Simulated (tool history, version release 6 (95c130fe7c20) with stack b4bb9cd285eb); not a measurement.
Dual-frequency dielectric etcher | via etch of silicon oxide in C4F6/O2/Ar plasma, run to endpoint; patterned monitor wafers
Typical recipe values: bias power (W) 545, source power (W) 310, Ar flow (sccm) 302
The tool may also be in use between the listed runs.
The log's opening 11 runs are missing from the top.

run,day,bias power (W),source power (W),Ar flow (sccm),wafers since the last listed run,hours since the last wet clean,hours since the last bias power generator calibration,hours since the last source power generator calibration,hours since the last Ar flow controller change,hours since the last upper electrode change,"incoming incoming film thickness, nm",endpoint time (s)
# day 32.475: wet clean of the chamber
12,33.183,431,280,331,1083,17.0,1425.9,1906.6,1113.9,233.1,114.1,32.1
13,40.258,545,390,356,3019,186.8,1595.7,2076.4,1283.7,402.9,115.2,26.5
14,48.738,593,350,302,3619,390.3,1799.2,2279.9,1487.2,606.4,115.4,26.2
# day 49.333: bias power generator calibrated
# day 51.854: Ar flow controller replaced
15,52.938,446,310,302,1614,491.1,86.5,2380.7,26.0,707.2,116.2,31.5
16,56.738,603,260,263,1622,582.3,177.7,2471.9,117.2,798.4,115.7,28.0
17,58.908,603,310,302,926,634.4,229.8,2524.0,169.3,850.5,114.9,26.7
# day 62.742: wet clean of the chamber
18,62.817,545,310,302,1241,1.8,323.6,2617.8,263.1,944.3,116.3,28.0
# day 63.829: source power generator calibrated
19,66.788,545,310,302,1623,97.1,418.9,71.0,358.4,1039.6,116.0,28.1
20,76.992,477,370,277,4355,342.0,663.8,315.9,603.3,1284.5,115.6,28.1
21,81.158,500,270,349,1778,442.0,763.8,415.9,703.3,1384.5,114.9,31.4
22,83.738,545,310,302,1100,503.9,825.7,477.8,765.2,1446.4,114.2,28.2
23,86.583,545,310,302,1214,572.2,894.0,546.1,833.5,1514.7,114.9,28.4
# day 89.717: wet clean of the chamber
24,90.754,545,310,359,1353,24.9,994.1,646.2,933.6,1614.8,115.7,28.6
25,93.321,608,310,239,1095,86.5,1055.7,707.8,995.2,1676.4,115.6,25.9
26,97.225,545,310,255,1666,180.2,1149.4,801.5,1088.9,1770.1,114.5,27.0
27,101.438,583,350,282,1798,281.3,1250.5,902.6,1190.0,1871.2,115.2,25.8
28,103.646,583,350,282,942,334.3,1303.5,955.6,1243.0,1924.2,114.8,25.9
29,106.575,655,310,242,1250,404.6,1373.8,1025.9,1313.3,1994.5,114.0,24.5
30,109.100,510,230,370,1077,465.2,1434.4,1086.5,1373.9,2055.1,115.3,33.0

Alternative continuations, all from the tool just after run 30; predict every row:
A,109.117,545,310,302,7,465.6,1434.8,1086.9,1374.3,2055.5,115.9,?
B,109.117,431,290,322,7,465.6,1434.8,1086.9,1374.3,2055.5,115.9,?
C,109.117,455,310,302,7,465.6,1434.8,1086.9,1374.3,2055.5,115.9,?

run,endpoint time (s)
A,28.6
B,33.1
C,31.3
Without the tool's hidden state the same runs would have given:
run,endpoint time (s)
A,28.0
B,32.4
C,30.6
